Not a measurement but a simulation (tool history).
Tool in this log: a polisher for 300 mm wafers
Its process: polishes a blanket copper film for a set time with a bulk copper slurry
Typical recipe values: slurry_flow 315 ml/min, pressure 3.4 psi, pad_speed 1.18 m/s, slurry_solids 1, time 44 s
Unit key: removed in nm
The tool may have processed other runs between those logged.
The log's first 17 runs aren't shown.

run,day,slurry_flow,pressure,pad_speed,slurry_solids,time,wafers since the last listed run,wafers polished on this pad,hours since the slurry nozzle was cleaned,hours since the head pressure was calibrated,hours since the slurry blender was calibrated,"incoming thickness of the incoming film, nm",removed
18,76.238,315,3.4,1.18,1,44,1163,3244,393.6,470.2,329.8,4372,508.7
19,80.029,315,3.4,1.54,1,44,1052,4297,484.6,561.2,420.8,4360.5,667.4
20,81.792,315,3.4,1.18,1.2,44,489,4786,526.9,603.5,463.1,4467.1,524.8
21,84.554,280,2.4,1.18,1,44,766,5553,593.2,669.8,529.4,4383.7,379.2
# day 84.988: worn pad replaced by a new one
# day 85.767: slurry nozzle cleaned
# day 86.175: slurry blender recalibrated
22,88.871,230,3.4,1.18,0.75,29,1117,1043,74.5,773.4,64.7,4373.9,312.7
# day 89.742: head pressure recalibrated
23,91.021,350,4.3,1.18,1.1,30,573,1617,126.1,30.7,116.3,4468.7,438.1
24,93.788,400,2.5,1.18,1.3,39,768,2385,192.5,97.1,182.7,4533.6,375.8
25,95.792,350,3.4,0.76,1,44,556,2942,240.6,145.2,230.8,4390.4,327.4
26,98.004,315,3.4,1.18,1,37,614,3556,293.7,198.3,283.9,4462,424
27,102.267,315,3.4,1.18,1,44,1183,4739,396,300.6,386.2,4427.5,508.8
28,104.162,360,2.2,1.18,1,44,526,5266,441.5,346.1,431.7,4414.5,357.3
# day 105.525: worn pad replaced by a new one
# day 106.921: slurry blender recalibrated
29,107.338,215,3.4,1.18,1,44,812,479,517.7,422.3,10,4410.6,504.2
# day 111.929: slurry nozzle cleaned
30,117.1,315,3.4,1.18,1,44,2698,3178,124.1,656.6,244.3,4448,500.5

Branching from run 30: 3 alternative next runs. What would each branch give?
A,117.117,315,3.4,1.18,1,44,4,3183,124.5,657,244.7,4397.7,?
B,117.117,355,2.5,1.18,1.2,31,4,3183,124.5,657,244.7,4397.7,?
C,117.117,315,3.4,1.34,1.3,30,4,3183,124.5,657,244.7,4397.7,?

run,removed
A,505.1
B,289
C,411.1
Stripped of hidden state, with their random variation kept, the same runs would have yielded:
run,removed
A,533.9
B,305.4
C,434.5
